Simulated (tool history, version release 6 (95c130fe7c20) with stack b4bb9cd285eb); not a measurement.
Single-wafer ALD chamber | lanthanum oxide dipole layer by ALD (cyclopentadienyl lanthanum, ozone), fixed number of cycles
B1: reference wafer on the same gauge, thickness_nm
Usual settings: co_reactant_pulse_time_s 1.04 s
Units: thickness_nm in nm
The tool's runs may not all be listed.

{"run": 1, "hour": 0.0, "co_reactant_pulse_time_s": 1.04, "B1": 0.564, "thickness_nm": 0.529}
{"run": 2, "hour": 35.2, "co_reactant_pulse_time_s": 1.04, "B1": 0.564, "thickness_nm": 0.529}
{"run": 3, "hour": 62.7, "co_reactant_pulse_time_s": 1.04, "B1": 0.564, "thickness_nm": 0.523}
{"run": 4, "hour": 83.1, "co_reactant_pulse_time_s": 1.04, "B1": 0.565, "thickness_nm": 0.527}
{"run": 5, "hour": 98.9, "co_reactant_pulse_time_s": 1.04, "B1": 0.564, "thickness_nm": 0.524}
{"run": 6, "hour": 133.3, "co_reactant_pulse_time_s": 1.04, "B1": 0.564, "thickness_nm": 0.523}
{"run": 7, "hour": 162.2, "co_reactant_pulse_time_s": 1.04, "B1": 0.564, "thickness_nm": 0.522}
{"run": 8, "hour": 179.3, "co_reactant_pulse_time_s": 1.04, "B1": 0.564, "thickness_nm": 0.524}
{"run": 9, "hour": 220.6, "co_reactant_pulse_time_s": 1.04, "B1": 0.564, "thickness_nm": 0.525}
{"run": 10, "hour": 233.2, "co_reactant_pulse_time_s": 1.04, "B1": 0.564, "thickness_nm": 0.52}
{"run": 11, "hour": 249.7, "co_reactant_pulse_time_s": 1.04, "B1": 0.564, "thickness_nm": 0.52}
{"hour": 261.7, "done": "gauge calibrated"}
{"run": 12, "hour": 281.3, "co_reactant_pulse_time_s": 1.04, "B1": 0.564, "thickness_nm": 0.516}
{"run": 13, "hour": 314.8, "co_reactant_pulse_time_s": 1.19, "B1": 0.564, "thickness_nm": 0.531}
{"run": 14, "hour": 333.1, "co_reactant_pulse_time_s": 1.19, "B1": 0.564, "thickness_nm": 0.535}
{"hour": 347.1, "done": "showerhead replaced"}
{"run": 15, "hour": 351.0, "co_reactant_pulse_time_s": 0.72, "B1": 0.563, "thickness_nm": 0.446}
{"run": 16, "hour": 383.8, "co_reactant_pulse_time_s": 1.04, "B1": 0.564, "thickness_nm": 0.514}
{"run": 17, "hour": 408.7, "co_reactant_pulse_time_s": 1.04, "B1": 0.564, "thickness_nm": 0.505}
{"run": 18, "hour": 425.8, "co_reactant_pulse_time_s": 0.73, "B1": 0.564, "thickness_nm": 0.442}
{"run": 19, "hour": 454.2, "co_reactant_pulse_time_s": 1.17, "B1": 0.564, "thickness_nm": 0.526}
{"run": 20, "hour": 473.5, "co_reactant_pulse_time_s": 1.45, "B1": 0.564, "thickness_nm": 0.555}
{"run": 21, "hour": 501.5, "co_reactant_pulse_time_s": 1.17, "B1": 0.564, "thickness_nm": 0.52}
{"run": 22, "hour": 520.9, "co_reactant_pulse_time_s": 1.41, "B1": 0.564, "thickness_nm": 0.549}
{"hour": 535.9, "done": "thermocouple changed; heater temperature recalibrated"}
{"run": 23, "hour": 536.4, "co_reactant_pulse_time_s": 0.68, "B1": 0.564, "thickness_nm": 0.404}
{"run": 24, "hour": 547.0, "co_reactant_pulse_time_s": 1.28, "B1": 0.564, "thickness_nm": 0.532}
{"hour": 566.9, "done": "ozone generator serviced"}
{"run": 25, "hour": 573.2, "co_reactant_pulse_time_s": 1.26, "B1": 0.564, "thickness_nm": 0.551}
{"run": 26, "hour": 597.0, "co_reactant_pulse_time_s": 1.39, "B1": 0.565, "thickness_nm": 0.563}
{"run": 27, "hour": 618.6, "co_reactant_pulse_time_s": 1.24, "B1": 0.564, "thickness_nm": 0.555}

Run 28 comes next. What will it give?
{"run": 28, "hour": 635.5, "co_reactant_pulse_time_s": 1.22, "B1": "?", "thickness_nm": "?"}

{"run 28": {"B1": 0.564, "thickness_nm": 0.548}}
Without the tool's hidden state the same run would have given thickness_nm 0.553 nm.
